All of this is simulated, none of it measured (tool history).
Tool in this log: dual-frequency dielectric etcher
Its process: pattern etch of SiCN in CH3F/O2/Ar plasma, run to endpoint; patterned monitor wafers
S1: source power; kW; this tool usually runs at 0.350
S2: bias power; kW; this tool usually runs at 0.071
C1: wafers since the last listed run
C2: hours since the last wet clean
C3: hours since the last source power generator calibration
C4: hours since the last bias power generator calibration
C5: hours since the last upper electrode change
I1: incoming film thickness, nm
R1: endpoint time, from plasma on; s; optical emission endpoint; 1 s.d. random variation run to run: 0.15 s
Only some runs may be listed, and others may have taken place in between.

Run 1, day 0.000: usual settings; C1 0; C2 318.1; C3 2155.6; C4 2987.5; C5 4749.8; I1 11.55. Result: R1 30.7 s.
Run 2, day 0.558: usual settings but S2 0.064 kW; C1 199; C2 331.5; C3 2169.0; C4 3000.9; C5 4763.2; I1 11.56. Result: R1 31.0 s.
Run 3, day 0.871: usual settings but S2 0.064 kW; C1 111; C2 339.0; C3 2176.5; C4 3008.4; C5 4770.7; I1 11.52. Result: R1 31.1 s.
Run 4, day 1.612: usual settings but S1 0.330 kW; C1 264; C2 356.8; C3 2194.3; C4 3026.2; C5 4788.5; I1 11.42. Result: R1 31.1 s.
Run 5, day 1.929: usual settings but S1 0.330 kW; C1 112; C2 364.4; C3 2201.9; C4 3033.8; C5 4796.1; I1 11.54. Result: R1 31.3 s.
Run 6, day 2.642: usual settings; C1 253; C2 381.5; C3 2219.0; C4 3050.9; C5 4813.2; I1 11.51. Result: R1 30.1 s.
At day 3.904: wet clean of the chamber.
At day 4.075: upper electrode replaced, of another model than before.
Run 7, day 4.096: usual settings; C1 101; C2 4.6; C3 2253.9; C4 3085.8; C5 0.5; I1 11.65. Result: R1 32.2 s.
Run 8, day 4.108: usual settings; C1 4; C2 4.9; C3 2254.2; C4 3086.1; C5 0.8; I1 11.49. Result: R1 31.4 s.
Run 9, day 4.121: usual settings; C1 4; C2 5.2; C3 2254.5; C4 3086.4; C5 1.1; I1 11.56. Result: R1 31.8 s.
Run 10, day 4.262: usual settings; C1 50; C2 8.6; C3 2257.9; C4 3089.8; C5 4.5; I1 11.52. Result: R1 31.7 s.
Run 11, day 4.921: usual settings; C1 234; C2 24.4; C3 2273.7; C4 3105.6; C5 20.3; I1 11.48. Result: R1 31.5 s.
Run 12, day 5.196: usual settings but S1 0.400 kW, S2 0.057 kW; C1 98; C2 31.0; C3 2280.3; C4 3112.2; C5 26.9; I1 11.46. Result: R1 30.0 s.
At day 6.721: bias power generator calibrated.
Run 13, day 6.742: usual settings but S1 0.290 kW, S2 0.084 kW; C1 491; C2 68.1; C3 2317.4; C4 0.5; C5 64.0; I1 11.43. Result: R1 36.3 s.
Run 14, day 7.221: usual settings but S1 0.280 kW; C1 170; C2 79.6; C3 2328.9; C4 12.0; C5 75.5; I1 11.42. Result: R1 39.5 s.
Run 15, day 7.971: usual settings but S1 0.290 kW, S2 0.083 kW; C1 267; C2 97.6; C3 2346.9; C4 30.0; C5 93.5; I1 11.42. Result: R1 35.9 s.
Run 16, day 8.450: usual settings; C1 170; C2 109.1; C3 2358.4; C4 41.5; C5 105.0; I1 11.58. Result: R1 31.7 s.
Run 17, day 8.771: usual settings; C1 114; C2 116.8; C3 2366.1; C4 49.2; C5 112.7; I1 11.50. Result: R1 31.3 s.
At day 9.000: source power generator calibrated.
Run 18, day 9.425: usual settings but S1 0.410 kW; C1 173; C2 132.5; C3 10.2; C4 64.9; C5 128.4; I1 11.52. Result: R1 27.5 s.
Run 19, day 10.000: usual settings but S1 0.390 kW, S2 0.079 kW; C1 204; C2 146.3; C3 24.0; C4 78.7; C5 142.2; I1 11.65. Result: R1 28.1 s.
Run 20, day 10.717: usual settings but S1 0.420 kW, S2 0.056 kW; C1 255; C2 163.5; C3 41.2; C4 95.9; C5 159.4; I1 11.51. Result: R1 28.9 s.
Run 21, day 11.108: usual settings but S1 0.300 kW, S2 0.054 kW; C1 139; C2 172.9; C3 50.6; C4 105.3; C5 168.8; I1 11.49. Result: R1 39.3 s.
Run 22, day 11.621: usual settings; C1 182; C2 185.2; C3 62.9; C4 117.6; C5 181.1; I1 11.38. Result: R1 30.7 s.
Run 23, day 12.158: usual settings but S2 0.081 kW; C1 191; C2 198.1; C3 75.8; C4 130.5; C5 194.0; I1 11.55. Result: R1 29.6 s.

Alternative continuations, all from the tool just after run 23; predict every row:
Run A, day 12.175: usual settings but S2 0.056 kW; C1 5; C2 198.5; C3 76.2; C4 130.9; C5 194.4; I1 11.60. Result: R1 ?.
Run B, day 12.175: usual settings but S1 0.390 kW, S2 0.062 kW; C1 5; C2 198.5; C3 76.2; C4 130.9; C5 194.4; I1 11.60. Result: R1 ?.
Run C, day 12.175: usual settings but S1 0.400 kW; C1 5; C2 198.5; C3 76.2; C4 130.9; C5 194.4; I1 11.60. Result: R1 ?.
Run D, day 12.175: usual settings but S1 0.320 kW, S2 0.080 kW; C1 5; C2 198.5; C3 76.2; C4 130.9; C5 194.4; I1 11.60. Result: R1 ?.

run    R1
  A  33.9
  B  30.1
  C  28.4
  D  33.1
The same runs, with their run-to-run variation unchanged, on a tool lacking any hidden condition would have given:
run    R1
  A  34.8
  B  30.9
  C  29.1
  D  34.0

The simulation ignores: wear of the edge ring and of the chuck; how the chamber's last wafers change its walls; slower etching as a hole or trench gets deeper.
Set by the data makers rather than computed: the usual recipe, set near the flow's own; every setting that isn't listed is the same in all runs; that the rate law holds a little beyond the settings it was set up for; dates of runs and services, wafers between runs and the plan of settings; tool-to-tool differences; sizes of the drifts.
